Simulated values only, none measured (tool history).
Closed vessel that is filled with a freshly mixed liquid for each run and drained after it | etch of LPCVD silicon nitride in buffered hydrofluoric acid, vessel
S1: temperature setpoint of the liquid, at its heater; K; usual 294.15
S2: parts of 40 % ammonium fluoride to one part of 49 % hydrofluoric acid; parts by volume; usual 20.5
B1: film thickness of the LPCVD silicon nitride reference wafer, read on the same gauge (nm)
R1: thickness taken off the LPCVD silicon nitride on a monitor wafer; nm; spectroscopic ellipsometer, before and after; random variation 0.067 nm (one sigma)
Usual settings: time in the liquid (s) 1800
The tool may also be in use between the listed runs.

{"run": 1, "day": 0.0, "S1": 294.15, "S2": 20.5, "time in the liquid (s)": 1800, "B1": 80, "R1": 10.1}
{"run": 2, "day": 2.85, "S1": 294.15, "S2": 20.5, "time in the liquid (s)": 1800, "B1": 80, "R1": 10.21}
{"run": 3, "day": 5.542, "S1": 294.15, "S2": 20.5, "time in the liquid (s)": 1800, "B1": 79.98, "R1": 10.18}
{"run": 4, "day": 7.088, "S1": 294.15, "S2": 20.5, "time in the liquid (s)": 1800, "B1": 79.98, "R1": 10.2}
{"run": 5, "day": 8.717, "S1": 294.15, "S2": 20.5, "time in the liquid (s)": 1800, "B1": 80.02, "R1": 10.3}
{"run": 6, "day": 10.642, "S1": 294.15, "S2": 16.5, "time in the liquid (s)": 1140, "B1": 80, "R1": 7.94}
{"run": 7, "day": 13.067, "S1": 294.15, "S2": 16.5, "time in the liquid (s)": 1140, "B1": 80.04, "R1": 7.88}
{"run": 8, "day": 15.104, "S1": 296.15, "S2": 20.5, "time in the liquid (s)": 1800, "B1": 80.01, "R1": 11.39}
{"day": 17.967, "done": "thermometer replaced"}
{"run": 9, "day": 17.988, "S1": 296.15, "S2": 20.5, "time in the liquid (s)": 1800, "B1": 80, "R1": 11.46}
{"run": 10, "day": 20.567, "S1": 294.15, "S2": 20.5, "time in the liquid (s)": 1315, "B1": 80.01, "R1": 7.5}
{"run": 11, "day": 22.912, "S1": 294.15, "S2": 20.5, "time in the liquid (s)": 1800, "B1": 80.01, "R1": 10.22}
{"run": 12, "day": 24.467, "S1": 294.15, "S2": 20.5, "time in the liquid (s)": 1800, "B1": 79.97, "R1": 10.24}
{"run": 13, "day": 25.608, "S1": 297.65, "S2": 14.5, "time in the liquid (s)": 910, "B1": 80.02, "R1": 8.79}
{"run": 14, "day": 27.271, "S1": 292.65, "S2": 17, "time in the liquid (s)": 1800, "B1": 80.01, "R1": 11.24}
{"run": 15, "day": 29.871, "S1": 294.15, "S2": 20.5, "time in the liquid (s)": 1800, "B1": 80.02, "R1": 10.17}
{"run": 16, "day": 31.296, "S1": 297.15, "S2": 26.5, "time in the liquid (s)": 1800, "B1": 79.98, "R1": 10.14}
{"run": 17, "day": 32.654, "S1": 294.15, "S2": 20.5, "time in the liquid (s)": 1800, "B1": 80, "R1": 10.07}
{"run": 18, "day": 33.692, "S1": 297.15, "S2": 12.5, "time in the liquid (s)": 2080, "B1": 80.02, "R1": 22.45}
{"run": 19, "day": 36.1, "S1": 294.15, "S2": 16.5, "time in the liquid (s)": 1800, "B1": 80.03, "R1": 12.62}
{"day": 41.442, "done": "thermometer replaced"}
{"day": 42.15, "done": "hydrofluoric acid flow meter replaced"}
{"run": 20, "day": 43.667, "S1": 294.15, "S2": 27.5, "time in the liquid (s)": 2230, "B1": 80, "R1": 10.42}
{"run": 21, "day": 46.246, "S1": 295.65, "S2": 20.5, "time in the liquid (s)": 2260, "B1": 80.02, "R1": 13.97}
{"day": 48.258, "done": "gauge calibrated"}
{"run": 22, "day": 48.554, "S1": 297.15, "S2": 12.5, "time in the liquid (s)": 2080, "B1": 80, "R1": 22.54}
{"run": 23, "day": 49.583, "S1": 290.65, "S2": 20.5, "time in the liquid (s)": 1800, "B1": 80, "R1": 8.34}
{"run": 24, "day": 58.392, "S1": 294.15, "S2": 20.5, "time in the liquid (s)": 1800, "B1": 79.98, "R1": 10.28}
{"run": 25, "day": 60.808, "S1": 294.15, "S2": 20.5, "time in the liquid (s)": 1800, "B1": 79.98, "R1": 10.18}
{"run": 26, "day": 62.254, "S1": 294.15, "S2": 16.5, "time in the liquid (s)": 2655, "B1": 80, "R1": 18.64}
{"run": 27, "day": 63.542, "S1": 294.15, "S2": 13, "time in the liquid (s)": 2075, "B1": 79.98, "R1": 18.24}
{"run": 28, "day": 64.604, "S1": 294.15, "S2": 18, "time in the liquid (s)": 2215, "B1": 80.01, "R1": 14.36}
{"day": 66.738, "done": "thermometer replaced"}
{"run": 29, "day": 67.062, "S1": 294.15, "S2": 26.5, "time in the liquid (s)": 2455, "B1": 80.02, "R1": 11.49}
{"run": 30, "day": 68.496, "S1": 291.65, "S2": 15.5, "time in the liquid (s)": 1400, "B1": 80, "R1": 9.08}
{"run": 31, "day": 70.854, "S1": 294.15, "S2": 15.5, "time in the liquid (s)": 1075, "B1": 80, "R1": 8.01}

Forecast each of these 5 alternatives for the next run:
{"run": "A", "day": 70.904, "S1": 294.15, "S2": 20.5, "time in the liquid (s)": 2785, "B1": "?", "R1": "?"}
{"run": "B", "day": 70.904, "S1": 291.65, "S2": 14.5, "time in the liquid (s)": 1085, "B1": "?", "R1": "?"}
{"run": "C", "day": 70.904, "S1": 292.65, "S2": 24.5, "time in the liquid (s)": 1020, "B1": "?", "R1": "?"}
{"run": "D", "day": 70.904, "S1": 298.15, "S2": 25.5, "time in the liquid (s)": 1260, "B1": "?", "R1": "?"}
{"run": "E", "day": 70.904, "S1": 290.15, "S2": 16.5, "time in the liquid (s)": 935, "B1": "?", "R1": "?"}

run=A B1=80 R1=15.79
run=B B1=80 R1=7.47
run=C B1=80 R1=4.7
run=D B1=80 R1=7.66
run=E B1=80 R1=5.2
Without the tool's hidden state the same runs would have given:
run=A R1=15.79
run=B R1=7.47
run=C R1=4.7
run=D R1=7.66
run=E R1=5.2

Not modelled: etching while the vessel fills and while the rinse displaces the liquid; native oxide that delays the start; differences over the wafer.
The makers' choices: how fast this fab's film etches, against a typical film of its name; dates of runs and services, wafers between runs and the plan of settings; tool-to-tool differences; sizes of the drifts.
